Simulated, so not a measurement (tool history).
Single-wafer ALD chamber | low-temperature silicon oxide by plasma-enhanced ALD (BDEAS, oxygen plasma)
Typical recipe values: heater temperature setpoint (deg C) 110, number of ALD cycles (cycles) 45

run    hour  heater temperature setpoint (deg C)  number of ALD cycles (cycles)  wafers since the last listed run  hours since the last thermocouple change  hours since the gauge calibration  read-back reference wafer on the same gauge, thickness_nm  mean film thickness on the monitor wafer (angstrom)
  1     0.0                                  110                             45                                 0                                    1732.4                               85.1                                                      7.362                                                64.78
  2    68.7                                  110                             45                               377                                    1801.1                              153.8                                                      7.360                                                64.56
  3   113.6                                  116                             45                               246                                    1846.0                              198.7                                                      7.358                                                63.53
  4   163.6                                  110                             45                               274                                    1896.0                              248.7                                                      7.365                                                64.83
  5   200.2                                  122                             45                               200                                    1932.6                              285.3                                                      7.362                                                63.13
  6   264.3                                  122                             45                               351                                    1996.7                              349.4                                                      7.360                                                63.22
  7   310.8                                  122                             45                               255                                    2043.2                              395.9                                                      7.357                                                63.34
  8   369.8                                  110                             45                               323                                    2102.2                              454.9                                                      7.361                                                64.76
  9   399.8                                  110                             45                               164                                    2132.2                              484.9                                                      7.362                                                64.74
 10   461.9                                  110                             45                               340                                    2194.3                              547.0                                                      7.365                                                64.68
 11   523.3                                  110                             45                               337                                    2255.7                              608.4                                                      7.355                                                64.67
 12   566.1                                  110                             45                               234                                    2298.5                              651.2                                                      7.360                                                64.94
 13   601.6                                  110                             45                               194                                    2334.0                              686.7                                                      7.364                                                65.07
 14   642.8                                  121                             45                               226                                    2375.2                              727.9                                                      7.360                                                63.16
 15   712.8                                  121                             45                               384                                    2445.2                              797.9                                                      7.359                                                63.61
 16   743.6                                  120                             39                               169                                    2476.0                              828.7                                                      7.355                                                55.25
 17   774.5                                  120                             39                               169                                    2506.9                              859.6                                                      7.363                                                55.16
 18   815.7                                  120                             39                               226                                    2548.1                              900.8                                                      7.359                                                55.17
 19   862.7                                  110                             45                               258                                    2595.1                              947.8                                                      7.359                                                64.98
 20   922.3                                  110                             45                               327                                    2654.7                             1007.4                                                      7.363                                                65.18
 21   990.7                                  110                             47                               375                                    2723.1                             1075.8                                                      7.362                                                67.76
 22  1022.7                                  110                             47                               175                                    2755.1                             1107.8                                                      7.356                                                68.21
 23  1088.5                                   99                             45                               361                                    2820.9                             1173.6                                                      7.362                                                67.76
 24  1154.5                                  110                             45                               362                                    2886.9                             1239.6                                                      7.355                                                64.95
     1206.7  -- thermocouple changed; heater temperature recalibrated
 25  1207.2                                   99                             50                               245                                       0.5                             1292.3                                                      7.364                                                72.79
 26  1254.0                                  110                             45                               256                                      47.3                             1339.1                                                      7.358                                                64.25
 27  1281.4                                  110                             49                               150                                      74.7                             1366.5                                                      7.368                                                69.85
 28  1406.9                                  110                             45                               688                                     200.2                             1492.0                                                      7.361                                                64.14
 29  1457.1                                  110                             45                               275                                     250.4                             1542.2                                                      7.363                                                64.14
 30  1512.8                                  100                             50                               305                                     306.1                             1597.9                                                      7.359                                                72.32
 31  1564.4                                  110                             52                               283                                     357.7                             1649.5                                                      7.369                                                73.99
 32  1636.2                                  121                             48                               394                                     429.5                             1721.3                                                      7.359                                                67.18
 33  1679.8                                  100                             42                               239                                     473.1                             1764.9                                                      7.360                                                60.87
 34  1730.8                                  103                             43                               279                                     524.1                             1815.9                                                      7.354                                                61.87
 35  1764.4                                  110                             45                               184                                     557.7                             1849.5                                                      7.355                                                63.93
     1803.4  -- gauge calibrated
 36  1826.3                                  110                             45                               339                                     619.6                               22.9                                                      7.358                                                63.92
 37  1865.6                                   99                             51                               215                                     658.9                               62.2                                                      7.365                                                74.02
 38  1934.0                                  110                             42                               375                                     727.3                              130.6                                                      7.360                                                59.98
 39  2003.3                                  124                             45                               380                                     796.6                              199.9                                                      7.361                                                62.39
 40  2052.4                                  110                             51                               269                                     845.7                              249.0                                                      7.366                                                73.05
 41  2105.8                                  115                             37                               293                                     899.1                              302.4                                                      7.359                                                52.25
 42  2132.2                                  124                             53                               144                                     925.5                              328.8                                                      7.364                                                73.76
 43  2175.5                                  103                             40                               237                                     968.8                              372.1                                                      7.356                                                57.86
 44  2236.0                                  117                             45                               332                                    1029.3                              432.6                                                      7.368                                                63.19
 45  2307.6                                  110                             36                               393                                    1100.9                              504.2                                                      7.361                                                51.20
 46  2374.2                                   97                             38                               365                                    1167.5                              570.8                                                      7.363                                                56.23

Below, some changes in mean film thickness on the monitor wafer (angstrom) between adjacent runs. For each, the amount present without the hidden state too (settings, incoming material, random variation) and the amount remaining for the hidden state with gauge scatter not shared by both compared results:
The tool's hidden condition here consists of: wafer temperature above the value expected at the setpoint (K); gauge reads high (%).
Run 22 -> 23: heater temperature setpoint (deg C) 110 -> 99, number of ALD cycles (cycles) 47 -> 45. mean film thickness on the monitor wafer (angstrom) -0.45: hidden state +0.93, all else -1.38.
Run 23 -> 24: heater temperature setpoint (deg C) 99 -> 110. mean film thickness on the monitor wafer (angstrom) -2.81: hidden state -0.89, all else -1.92.
Run 24 -> 25: heater temperature setpoint (deg C) 110 -> 99, number of ALD cycles (cycles) 45 -> 50, thermocouple changed; heater temperature recalibrated. mean film thickness on the monitor wafer (angstrom) +7.84: hidden state -1.10, all else +8.94.
Run 40 -> 41: heater temperature setpoint (deg C) 110 -> 115, number of ALD cycles (cycles) 51 -> 37. mean film thickness on the monitor wafer (angstrom) -20.80: hidden state +0.00, all else -20.80.
Run 41 -> 42: heater temperature setpoint (deg C) 115 -> 124, number of ALD cycles (cycles) 37 -> 53. mean film thickness on the monitor wafer (angstrom) +21.51: hidden state +0.01, all else +21.50.
Run 42 -> 43: heater temperature setpoint (deg C) 124 -> 103, number of ALD cycles (cycles) 53 -> 40. mean film thickness on the monitor wafer (angstrom) -15.90: hidden state +0.00, all else -15.90.
